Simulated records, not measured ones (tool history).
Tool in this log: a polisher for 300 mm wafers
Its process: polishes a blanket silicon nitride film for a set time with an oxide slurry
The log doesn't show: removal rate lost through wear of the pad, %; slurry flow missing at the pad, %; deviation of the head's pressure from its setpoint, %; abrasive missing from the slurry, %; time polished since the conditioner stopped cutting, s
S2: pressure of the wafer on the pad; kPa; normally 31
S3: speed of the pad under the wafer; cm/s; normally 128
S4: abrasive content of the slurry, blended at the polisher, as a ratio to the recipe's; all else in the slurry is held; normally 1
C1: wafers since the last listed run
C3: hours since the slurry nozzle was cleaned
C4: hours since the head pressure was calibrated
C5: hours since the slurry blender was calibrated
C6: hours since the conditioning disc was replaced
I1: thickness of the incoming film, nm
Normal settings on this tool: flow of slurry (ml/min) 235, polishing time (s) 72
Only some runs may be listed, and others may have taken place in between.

run 1 day=0 | flow_of_slurry_(ml/min)=235 S2=26.2 S3=128 S4=1 polishing_time_(s)=72 | C1=0 wafers_polished_on_this_pad=459 C3=454.9 C4=877.2 C5=116.5 C6=213.2 | I1=304 | film_removed_(angstrom)=553
run 2 day=0.683 | flow_of_slurry_(ml/min)=235 S2=26.2 S3=128 S4=1 polishing_time_(s)=72 | C1=131 wafers_polished_on_this_pad=591 C3=471.3 C4=893.6 C5=132.9 C6=229.6 | I1=299.8 | film_removed_(angstrom)=553
-- day=1.467 worn pad replaced by a new one
run 3 day=2.017 | flow_of_slurry_(ml/min)=235 S2=26.2 S3=128 S4=1 polishing_time_(s)=72 | C1=224 wafers_polished_on_this_pad=105 C3=503.3 C4=925.6 C5=164.9 C6=261.6 | I1=298.8 | film_removed_(angstrom)=577
run 4 day=2.533 | flow_of_slurry_(ml/min)=235 S2=28.3 S3=128 S4=1 polishing_time_(s)=72 | C1=99 wafers_polished_on_this_pad=205 C3=515.7 C4=938 C5=177.3 C6=274 | I1=301.1 | film_removed_(angstrom)=608
run 5 day=3.858 | flow_of_slurry_(ml/min)=235 S2=31 S3=128 S4=1 polishing_time_(s)=72 | C1=255 wafers_polished_on_this_pad=460 C3=547.5 C4=969.8 C5=209.1 C6=305.8 | I1=299.9 | film_removed_(angstrom)=642
-- day=5.971 worn pad replaced by a new one
run 6 day=7.479 | flow_of_slurry_(ml/min)=235 S2=31 S3=128 S4=1 polishing_time_(s)=72 | C1=665 wafers_polished_on_this_pad=290 C3=634.4 C4=1056.7 C5=296 C6=392.7 | I1=303.5 | film_removed_(angstrom)=649
run 7 day=7.988 | flow_of_slurry_(ml/min)=235 S2=31 S3=128 S4=1 polishing_time_(s)=72 | C1=97 wafers_polished_on_this_pad=388 C3=646.6 C4=1068.9 C5=308.2 C6=404.9 | I1=302.6 | film_removed_(angstrom)=644
run 8 day=8.9 | flow_of_slurry_(ml/min)=235 S2=31 S3=170 S4=1 polishing_time_(s)=72 | C1=175 wafers_polished_on_this_pad=563 C3=668.5 C4=1090.8 C5=330.1 C6=426.8 | I1=298.7 | film_removed_(angstrom)=807
-- day=10.004 worn pad replaced by a new one
-- day=10.929 slurry nozzle cleaned
-- day=11.367 head pressure recalibrated
-- day=11.521 conditioning disc replaced and pad reconditioned
run 9 day=11.958 | flow_of_slurry_(ml/min)=235 S2=26.2 S3=128 S4=1 polishing_time_(s)=72 | C1=516 wafers_polished_on_this_pad=335 C3=24.7 C4=14.2 C5=403.5 C6=10.5 | I1=299.1 | film_removed_(angstrom)=609
-- day=12.375 slurry blender recalibrated
run 10 day=13.058 | flow_of_slurry_(ml/min)=235 S2=31 S3=128 S4=0.8 polishing_time_(s)=72 | C1=195 wafers_polished_on_this_pad=531 C3=51.1 C4=40.6 C5=16.4 C6=36.9 | I1=295.4 | film_removed_(angstrom)=626
run 11 day=14.504 | flow_of_slurry_(ml/min)=300 S2=31 S3=148 S4=1.2 polishing_time_(s)=72 | C1=278 wafers_polished_on_this_pad=810 C3=85.8 C4=75.3 C5=51.1 C6=71.6 | I1=299.5 | film_removed_(angstrom)=850
-- day=14.979 worn pad replaced by a new one
run 12 day=15.725 | flow_of_slurry_(ml/min)=235 S2=42.1 S3=158 S4=1 polishing_time_(s)=47 | C1=202 wafers_polished_on_this_pad=143 C3=115.1 C4=104.6 C5=80.4 C6=100.9 | I1=298.9 | film_removed_(angstrom)=761
run 13 day=16.342 | flow_of_slurry_(ml/min)=235 S2=26.2 S3=128 S4=1 polishing_time_(s)=72 | C1=118 wafers_polished_on_this_pad=262 C3=129.9 C4=119.4 C5=95.2 C6=115.7 | I1=296.9 | film_removed_(angstrom)=617
run 14 day=16.917 | flow_of_slurry_(ml/min)=235 S2=31 S3=160 S4=1 polishing_time_(s)=72 | C1=110 wafers_polished_on_this_pad=372 C3=143.7 C4=133.2 C5=109 C6=129.5 | I1=299.9 | film_removed_(angstrom)=839

Each row is a separate what-if for the run after 14, all from the same tool condition, not one after another. Results?
run A day=16.933 | flow_of_slurry_(ml/min)=235 S2=23.4 S3=128 S4=1 polishing_time_(s)=72 | C1=3 wafers_polished_on_this_pad=375 C3=144.1 C4=133.6 C5=109.4 C6=129.9 | I1=301.2 | film_removed_(angstrom)=?
run B day=16.933 | flow_of_slurry_(ml/min)=235 S2=31 S3=110 S4=1 polishing_time_(s)=72 | C1=3 wafers_polished_on_this_pad=375 C3=144.1 C4=133.6 C5=109.4 C6=129.9 | I1=301.2 | film_removed_(angstrom)=?
run C day=16.933 | flow_of_slurry_(ml/min)=235 S2=34.5 S3=128 S4=0.85 polishing_time_(s)=55 | C1=3 wafers_polished_on_this_pad=375 C3=144.1 C4=133.6 C5=109.4 C6=129.9 | I1=301.2 | film_removed_(angstrom)=?
run D day=16.933 | flow_of_slurry_(ml/min)=235 S2=31 S3=128 S4=1 polishing_time_(s)=62 | C1=3 wafers_polished_on_this_pad=375 C3=144.1 C4=133.6 C5=109.4 C6=129.9 | I1=301.2 | film_removed_(angstrom)=?
run E day=16.933 | flow_of_slurry_(ml/min)=235 S2=31 S3=146 S4=1.2 polishing_time_(s)=72 | C1=3 wafers_polished_on_this_pad=375 C3=144.1 C4=133.6 C5=109.4 C6=129.9 | I1=301.2 | film_removed_(angstrom)=?

run=A film_removed_(angstrom)=541
run=B film_removed_(angstrom)=629
run=C film_removed_(angstrom)=556
run=D film_removed_(angstrom)=612
run=E film_removed_(angstrom)=855
Without the tool's unlogged condition, the same runs would have read:
run=A film_removed_(angstrom)=607
run=B film_removed_(angstrom)=706
run=C film_removed_(angstrom)=624
run=D film_removed_(angstrom)=686
run=E film_removed_(angstrom)=960

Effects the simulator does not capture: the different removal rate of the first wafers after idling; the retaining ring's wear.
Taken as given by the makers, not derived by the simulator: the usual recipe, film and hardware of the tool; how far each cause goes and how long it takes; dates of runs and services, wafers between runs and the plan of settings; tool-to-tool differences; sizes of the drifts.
